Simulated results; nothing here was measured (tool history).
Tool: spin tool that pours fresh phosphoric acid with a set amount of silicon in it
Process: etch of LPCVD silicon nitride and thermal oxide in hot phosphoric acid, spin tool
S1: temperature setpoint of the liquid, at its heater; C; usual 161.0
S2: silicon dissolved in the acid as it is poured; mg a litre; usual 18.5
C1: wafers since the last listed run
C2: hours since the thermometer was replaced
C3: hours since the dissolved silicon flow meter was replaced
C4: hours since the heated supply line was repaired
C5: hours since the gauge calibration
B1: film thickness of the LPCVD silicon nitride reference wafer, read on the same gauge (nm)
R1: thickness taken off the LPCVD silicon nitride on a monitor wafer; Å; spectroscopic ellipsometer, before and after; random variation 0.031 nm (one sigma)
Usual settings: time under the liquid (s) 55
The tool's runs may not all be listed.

{"run": 1, "hour": 0.0, "S1": 161.0, "S2": 18.5, "time under the liquid (s)": 55, "C1": 0, "C2": 1355.4, "C3": 1910.4, "C4": 2631.7, "C5": 458.8, "B1": 70.032, "R1": 48.99}
{"run": 2, "hour": 31.4, "S1": 161.0, "S2": 18.5, "time under the liquid (s)": 55, "C1": 462, "C2": 1386.8, "C3": 1941.8, "C4": 2663.1, "C5": 490.2, "B1": 70.003, "R1": 48.77}
{"hour": 71.6, "done": "gauge calibrated"}
{"hour": 75.0, "done": "thermometer replaced"}
{"run": 3, "hour": 99.6, "S1": 161.0, "S2": 18.5, "time under the liquid (s)": 55, "C1": 989, "C2": 24.6, "C3": 2010.0, "C4": 2731.3, "C5": 28.0, "B1": 70.003, "R1": 44.97}
{"hour": 108.8, "done": "heated supply line repaired"}
{"run": 4, "hour": 117.3, "S1": 161.0, "S2": 18.5, "time under the liquid (s)": 55, "C1": 245, "C2": 42.3, "C3": 2027.7, "C4": 8.5, "C5": 45.7, "B1": 70.016, "R1": 51.32}
{"run": 5, "hour": 138.8, "S1": 161.0, "S2": 18.5, "time under the liquid (s)": 55, "C1": 316, "C2": 63.8, "C3": 2049.2, "C4": 30.0, "C5": 67.2, "B1": 70.017, "R1": 51.29}
{"run": 6, "hour": 161.6, "S1": 161.0, "S2": 18.5, "time under the liquid (s)": 55, "C1": 335, "C2": 86.6, "C3": 2072.0, "C4": 52.8, "C5": 90.0, "B1": 70.02, "R1": 51.04}
{"run": 7, "hour": 183.1, "S1": 161.0, "S2": 18.5, "time under the liquid (s)": 55, "C1": 316, "C2": 108.1, "C3": 2093.5, "C4": 74.3, "C5": 111.5, "B1": 69.996, "R1": 50.53}
{"run": 8, "hour": 206.8, "S1": 162.5, "S2": 18.5, "time under the liquid (s)": 55, "C1": 349, "C2": 131.8, "C3": 2117.2, "C4": 98.0, "C5": 135.2, "B1": 70.003, "R1": 53.59}
{"run": 9, "hour": 222.3, "S1": 160.0, "S2": 14.5, "time under the liquid (s)": 55, "C1": 228, "C2": 147.3, "C3": 2132.7, "C4": 113.5, "C5": 150.7, "B1": 69.993, "R1": 49.22}
{"run": 10, "hour": 239.6, "S1": 161.0, "S2": 18.5, "time under the liquid (s)": 55, "C1": 254, "C2": 164.6, "C3": 2150.0, "C4": 130.8, "C5": 168.0, "B1": 70.024, "R1": 51.0}
{"hour": 244.7, "done": "dissolved silicon flow meter replaced"}
{"run": 11, "hour": 264.6, "S1": 160.0, "S2": 8.0, "time under the liquid (s)": 55, "C1": 353, "C2": 189.6, "C3": 19.9, "C4": 155.8, "C5": 193.0, "B1": 70.006, "R1": 49.02}
{"run": 12, "hour": 288.5, "S1": 161.0, "S2": 29.0, "time under the liquid (s)": 40, "C1": 352, "C2": 213.5, "C3": 43.8, "C4": 179.7, "C5": 216.9, "B1": 70.01, "R1": 37.27}
{"run": 13, "hour": 302.7, "S1": 161.0, "S2": 18.5, "time under the liquid (s)": 55, "C1": 209, "C2": 227.7, "C3": 58.0, "C4": 193.9, "C5": 231.1, "B1": 70.0, "R1": 51.03}
{"run": 14, "hour": 364.4, "S1": 161.0, "S2": 29.0, "time under the liquid (s)": 40, "C1": 908, "C2": 289.4, "C3": 119.7, "C4": 255.6, "C5": 292.8, "B1": 70.004, "R1": 37.24}
{"run": 15, "hour": 389.7, "S1": 158.5, "S2": 11.5, "time under the liquid (s)": 35, "C1": 372, "C2": 314.7, "C3": 145.0, "C4": 280.9, "C5": 318.1, "B1": 69.989, "R1": 29.97}
{"run": 16, "hour": 421.1, "S1": 161.0, "S2": 8.0, "time under the liquid (s)": 55, "C1": 462, "C2": 346.1, "C3": 176.4, "C4": 312.3, "C5": 349.5, "B1": 70.025, "R1": 51.58}
{"run": 17, "hour": 447.4, "S1": 159.5, "S2": 18.5, "time under the liquid (s)": 55, "C1": 387, "C2": 372.4, "C3": 202.7, "C4": 338.6, "C5": 375.8, "B1": 70.012, "R1": 48.91}
{"run": 18, "hour": 473.1, "S1": 159.0, "S2": 3.5, "time under the liquid (s)": 55, "C1": 378, "C2": 398.1, "C3": 228.4, "C4": 364.3, "C5": 401.5, "B1": 69.988, "R1": 47.81}
{"run": 19, "hour": 495.7, "S1": 159.0, "S2": 30.5, "time under the liquid (s)": 35, "C1": 332, "C2": 420.7, "C3": 251.0, "C4": 386.9, "C5": 424.1, "B1": 70.023, "R1": 30.67}
{"run": 20, "hour": 513.3, "S1": 162.5, "S2": 18.5, "time under the liquid (s)": 70, "C1": 259, "C2": 438.3, "C3": 268.6, "C4": 404.5, "C5": 441.7, "B1": 69.977, "R1": 68.69}
{"run": 21, "hour": 528.6, "S1": 159.0, "S2": 3.5, "time under the liquid (s)": 55, "C1": 225, "C2": 453.6, "C3": 283.9, "C4": 419.8, "C5": 457.0, "B1": 70.006, "R1": 47.7}
{"hour": 541.3, "done": "gauge calibrated"}
{"run": 22, "hour": 546.4, "S1": 163.0, "S2": 18.5, "time under the liquid (s)": 55, "C1": 262, "C2": 471.4, "C3": 301.7, "C4": 437.6, "C5": 5.1, "B1": 70.011, "R1": 54.79}

Forecast each of these 4 alternatives for the next run:
{"run": "A", "hour": 546.8, "S1": 161.0, "S2": 9.5, "time under the liquid (s)": 55, "C1": 5, "C2": 471.8, "C3": 302.1, "C4": 438.0, "C5": 5.5, "B1": "?", "R1": "?"}
{"run": "B", "hour": 546.8, "S1": 158.0, "S2": 26.5, "time under the liquid (s)": 70, "C1": 5, "C2": 471.8, "C3": 302.1, "C4": 438.0, "C5": 5.5, "B1": "?", "R1": "?"}
{"run": "C", "hour": 546.8, "S1": 161.0, "S2": 32.5, "time under the liquid (s)": 55, "C1": 5, "C2": 471.8, "C3": 302.1, "C4": 438.0, "C5": 5.5, "B1": "?", "R1": "?"}
{"run": "D", "hour": 546.8, "S1": 161.0, "S2": 7.0, "time under the liquid (s)": 55, "C1": 5, "C2": 471.8, "C3": 302.1, "C4": 438.0, "C5": 5.5, "B1": "?", "R1": "?"}

run=A B1=70.002 R1=51.78
run=B B1=70.002 R1=59.57
run=C B1=70.002 R1=51.78
run=D B1=70.002 R1=51.78
Without the tool's hidden state the same runs would have given:
run=A R1=52.29
run=B R1=60.16
run=C R1=52.29
run=D R1=52.29
